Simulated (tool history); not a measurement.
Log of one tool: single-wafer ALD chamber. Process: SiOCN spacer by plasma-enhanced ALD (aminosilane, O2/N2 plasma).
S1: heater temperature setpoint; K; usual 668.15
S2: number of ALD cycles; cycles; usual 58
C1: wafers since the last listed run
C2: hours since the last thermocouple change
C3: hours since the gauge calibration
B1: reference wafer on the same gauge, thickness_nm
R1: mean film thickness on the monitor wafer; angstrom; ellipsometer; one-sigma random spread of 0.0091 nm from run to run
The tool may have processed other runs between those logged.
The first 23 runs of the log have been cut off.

run,hour,S1,S2,C1,C2,C3,B1,R1
24,329.4,658.15,70,53,1187.8,88.8,3.171,43.97
25,358.1,668.15,58,129,1216.5,117.5,3.172,36.13
26,368.9,668.15,55,48,1227.3,128.3,3.17,34.13
27,381,653.15,47,54,1239.4,140.4,3.171,29.35
28,395.1,668.15,69,63,1253.5,154.5,3.17,43.15
29,404.4,678.15,55,41,1262.8,163.8,3.172,34
30,417.8,668.15,49,60,1276.2,177.2,3.17,30.51
# hour 429.6: thermocouple changed; heater temperature recalibrated
31,430.1,676.15,58,19,0.5,189.5,3.17,35.95
32,437.5,654.15,67,33,7.9,196.9,3.171,42.05
33,482.3,681.15,53,202,52.7,241.7,3.169,32.44
34,529.8,655.15,58,214,100.2,289.2,3.167,36.09
35,547.4,668.15,58,79,117.8,306.8,3.17,36.21
36,563.7,675.15,58,73,134.1,323.1,3.171,36.12
37,578.8,663.15,63,68,149.2,338.2,3.169,39.44
38,594.8,681.15,54,72,165.2,354.2,3.172,33.11
39,603.4,668.15,58,38,173.8,362.8,3.171,36.16
40,616.6,664.15,63,59,187,376,3.173,39.36

Each row is a separate what-if for the run after 40, all from the same tool condition, not one after another. Results?
A,617.1,668.15,65,2,187.5,376.5,?,?
B,617.1,660.15,50,2,187.5,376.5,?,?
C,617.1,676.15,67,2,187.5,376.5,?,?

run,B1,R1
A,3.171,40.51
B,3.171,31.16
C,3.171,41.51
Without the tool's unlogged condition, the same runs would have read:
run,R1
A,40.51
B,31.16
C,41.51
